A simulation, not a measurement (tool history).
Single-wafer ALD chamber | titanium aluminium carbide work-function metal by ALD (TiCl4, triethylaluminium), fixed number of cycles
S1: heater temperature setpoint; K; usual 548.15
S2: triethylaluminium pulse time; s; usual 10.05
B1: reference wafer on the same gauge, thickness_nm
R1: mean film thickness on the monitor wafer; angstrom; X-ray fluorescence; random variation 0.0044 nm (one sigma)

Run 1, day 0: usual settings but S1 537.15 K; B1 2.039. Result: R1 16.43 angstrom.
Run 2, day 1.296: usual settings but S2 9.21 s; B1 2.038. Result: R1 17.21 angstrom.
Run 3, day 2.388: usual settings but S2 9.21 s; B1 2.039. Result: R1 17.14 angstrom.
At day 3.738: triethylaluminium bottle replaced.
Run 4, day 4.712: usual settings; B1 2.041. Result: R1 17.62 angstrom.
Run 5, day 6.992: usual settings; B1 2.04. Result: R1 17.61 angstrom.
Run 6, day 9.804: usual settings; B1 2.038. Result: R1 17.6 angstrom.
Run 7, day 11.762: usual settings; B1 2.039. Result: R1 17.65 angstrom.
Run 8, day 14.004: usual settings; B1 2.04. Result: R1 17.6 angstrom.
Run 9, day 16.038: usual settings; B1 2.04. Result: R1 17.54 angstrom.
Run 10, day 18.8: usual settings; B1 2.041. Result: R1 17.57 angstrom.
Run 11, day 20.054: usual settings; B1 2.04. Result: R1 17.51 angstrom.
Run 12, day 21.358: usual settings; B1 2.041. Result: R1 17.53 angstrom.
At day 24.546: thermocouple changed; heater temperature recalibrated.
At day 26.542: gauge calibrated.
Run 13, day 26.812: usual settings; B1 2.04. Result: R1 17.45 angstrom.
At day 28.788: triethylaluminium bottle replaced.
Run 14, day 28.808: usual settings but S1 538.15 K, S2 11.99 s; B1 2.042. Result: R1 16.81 angstrom.
Run 15, day 30.871: usual settings but S1 538.15 K, S2 11.99 s; B1 2.039. Result: R1 16.86 angstrom.
Run 16, day 33.842: usual settings; B1 2.039. Result: R1 17.62 angstrom.
Run 17, day 36.117: usual settings but S2 6.45 s; B1 2.039. Result: R1 16.84 angstrom.
Run 18, day 37.742: usual settings but S1 539.15 K, S2 11.99 s; B1 2.039. Result: R1 16.86 angstrom.
Run 19, day 40.112: usual settings; B1 2.041. Result: R1 17.63 angstrom.
Run 20, day 41.571: usual settings but S1 560.15 K, S2 7.92 s; B1 2.04. Result: R1 18.4 angstrom.
Run 21, day 43.042: usual settings but S1 542.15 K, S2 6.1 s; B1 2.04. Result: R1 16.12 angstrom.
At day 43.796: showerhead replaced.
Run 22, day 45.879: usual settings but S1 559.15 K, S2 7.24 s; B1 2.041. Result: R1 17.99 angstrom.
Run 23, day 47.812: usual settings but S1 541.15 K; B1 2.039. Result: R1 16.84 angstrom.
Run 24, day 49.421: usual settings but S1 561.15 K, S2 11.21 s; B1 2.039. Result: R1 18.87 angstrom.
Run 25, day 50.758: usual settings; B1 2.04. Result: R1 17.49 angstrom.
At day 54.533: triethylaluminium bottle replaced.
Run 26, day 54.554: usual settings but S1 537.15 K, S2 12.35 s; B1 2.039. Result: R1 16.85 angstrom.
Run 27, day 56.879: usual settings but S1 543.15 K, S2 13.58 s; B1 2.041. Result: R1 17.46 angstrom.
Run 28, day 59.104: usual settings but S1 538.15 K; B1 2.038. Result: R1 16.73 angstrom.
Run 29, day 61.275: usual settings but S1 554.15 K, S2 7.1 s; B1 2.04. Result: R1 17.56 angstrom.
Run 30, day 63.05: usual settings but S1 559.15 K, S2 7.12 s; B1 2.042. Result: R1 18.05 angstrom.
Run 31, day 70.833: usual settings but S2 13.26 s; B1 2.038. Result: R1 17.85 angstrom.

Forecast each of these 3 alternatives for the next run:
Run A, day 70.85: usual settings; B1 ?. Result: R1 ?.
Run B, day 70.85: usual settings but S1 534.15 K, S2 8.13 s; B1 ?. Result: R1 ?.
Run C, day 70.85: usual settings but S1 553.15 K; B1 ?. Result: R1 ?.

run    B1     R1
  A  2.04  17.61
  B  2.04  15.97
  C  2.04  18.09
Without the tool's hidden state the same runs would have given:
run     R1
  A  17.72
  B  16.11
  C   18.2

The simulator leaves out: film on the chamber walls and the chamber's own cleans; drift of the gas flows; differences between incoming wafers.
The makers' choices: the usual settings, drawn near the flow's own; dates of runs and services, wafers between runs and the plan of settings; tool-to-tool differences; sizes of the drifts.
